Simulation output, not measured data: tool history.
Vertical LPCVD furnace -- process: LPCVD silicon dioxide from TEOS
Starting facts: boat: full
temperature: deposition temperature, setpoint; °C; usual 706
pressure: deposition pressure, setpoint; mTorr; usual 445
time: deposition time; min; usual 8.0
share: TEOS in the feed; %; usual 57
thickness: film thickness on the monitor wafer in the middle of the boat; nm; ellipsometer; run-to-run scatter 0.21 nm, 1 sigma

run     day  temperature  pressure  time  share  wafers since the last listed run  hours since the last temperature calibration  hours since the pressure gauge was zeroed  hours since the TEOS flow controller was replaced  hours since the gauge calibration  read-back reference wafer on the same gauge, thickness  thickness
  1   0.000          706       445   8.0     57                                 0                                        2473.9                                     4021.8                                             4695.7                              335.2                                                   72.17      83.55
  2   2.925          706       445   8.0     57                               931                                        2544.1                                     4092.0                                             4765.9                              405.4                                                   72.18      83.73
  3   4.979          706       445   8.0     57                               654                                        2593.4                                     4141.3                                             4815.2                              454.7                                                   72.20      83.80
      8.358  -- thermocouples replaced and temperature profile calibrated
  4   8.379          706       445   8.0     57                               764                                           0.5                                     4222.9                                             4896.8                              536.3                                                   72.14      78.55
      9.583  -- pressure gauge zeroed
  5   9.604          706       445   8.0     57                                71                                          29.9                                        0.5                                             4926.2                              565.7                                                   72.20      79.09
  6  10.688          706       445   8.0     57                               345                                          55.9                                       26.5                                             4952.2                              591.7                                                   72.17      79.11
  7  12.375          706       445   8.0     57                               537                                          96.4                                       67.0                                             4992.7                              632.2                                                   72.13      79.26
     13.171  -- gauge calibrated
  8  14.846          706       445   9.5     57                               786                                         155.7                                      126.3                                             5052.0                               40.2                                                   72.15      93.73
  9  16.471          717       445   8.0     67                               517                                         194.7                                      165.3                                             5091.0                               79.2                                                   72.16     109.40
     18.088  -- TEOS flow controller replaced
 10  18.108          696       540   8.0     65                               203                                         234.0                                      204.6                                                0.5                              118.5                                                   72.21      73.22
 11  20.621          706       555   8.0     68                               800                                         294.3                                      264.9                                               60.8                              178.8                                                   72.18      96.55
 12  22.738          706       445   8.0     57                               674                                         345.1                                      315.7                                              111.6                              229.6                                                   72.12      79.47
 13  23.817          706       445   5.0     64                               343                                         371.0                                      341.6                                              137.5                              255.5                                                   72.25      52.35
 14  26.058          706       445   8.0     57                               713                                         424.8                                      395.4                                              191.3                              309.3                                                   72.14      78.95

3 options for the next run, each taken on its own from the tool as it stands now. Forecast them:
  A  26.246          706       445   8.0     51                                59                                         429.3                                      399.9                                              195.8                              313.8                                                       ?          ?
  B  26.246          706       445   6.0     57                                59                                         429.3                                      399.9                                              195.8                              313.8                                                       ?          ?
  C  26.246          706       490   8.0     57                                59                                         429.3                                      399.9                                              195.8                              313.8                                                       ?          ?

run  read-back reference wafer on the same gauge, thickness  thickness
  A                                                   72.25      74.57
  B                                                   72.25      59.12
  C                                                   72.25      82.72
Stripped of hidden state, with their random variation kept, the same runs would have yielded:
run  thickness
  A      73.69
  B      58.43
  C      81.75
